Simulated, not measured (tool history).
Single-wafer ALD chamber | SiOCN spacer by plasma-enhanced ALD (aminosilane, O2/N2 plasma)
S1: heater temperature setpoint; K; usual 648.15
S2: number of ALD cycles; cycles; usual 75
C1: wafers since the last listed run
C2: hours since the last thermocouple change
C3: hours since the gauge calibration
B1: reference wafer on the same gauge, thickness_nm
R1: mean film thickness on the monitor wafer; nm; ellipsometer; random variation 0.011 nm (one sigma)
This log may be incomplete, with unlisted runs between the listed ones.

run,hour,S1,S2,C1,C2,C3,B1,R1
1,0.0,648.15,75,0,1313.2,379.0,4.259,4.590
2,24.0,648.15,75,95,1337.2,403.0,4.262,4.602
3,36.5,648.15,82,49,1349.7,415.5,4.262,5.042
4,105.7,648.15,82,276,1418.9,484.7,4.262,5.048
5,122.3,638.15,85,66,1435.5,501.3,4.258,5.210
6,137.2,648.15,75,59,1450.4,516.2,4.262,4.583
7,170.4,642.15,71,132,1483.6,549.4,4.261,4.370
8,205.4,648.15,75,139,1518.6,584.4,4.259,4.592
9,232.6,648.15,75,108,1545.8,611.6,4.260,4.582
10,246.8,648.15,75,56,1560.0,625.8,4.258,4.594
11,275.1,648.15,84,113,1588.3,654.1,4.262,5.149
12,305.3,648.15,84,120,1618.5,684.3,4.259,5.146
13,354.2,648.15,84,195,1667.4,733.2,4.257,5.138
# hour 387.9: thermocouple changed; heater temperature recalibrated
14,389.0,648.15,87,107,1.1,768.0,4.260,5.327
15,417.9,648.15,62,115,30.0,796.9,4.259,3.800
16,451.4,648.15,75,133,63.5,830.4,4.258,4.581
# hour 458.2: gauge calibrated
17,478.4,638.15,69,107,90.5,20.2,4.260,4.219
18,502.1,653.15,75,94,114.2,43.9,4.260,4.600
19,514.2,648.15,75,48,126.3,56.0,4.260,4.583
20,529.1,648.15,68,59,141.2,70.9,4.260,4.161
21,549.0,648.15,75,79,161.1,90.8,4.258,4.589
22,567.2,648.15,75,72,179.3,109.0,4.257,4.593
23,600.2,653.15,83,131,212.3,142.0,4.260,5.098
24,623.1,641.15,89,91,235.2,164.9,4.260,5.463
25,638.7,643.15,88,62,250.8,180.5,4.264,5.399
26,657.6,641.15,75,75,269.7,199.4,4.259,4.606

What was the tool's hidden state at every run in the log?
wafer temperature above the value expected at the setpoint (K): 0 at every run
gauge reads high (%): 0 at every run
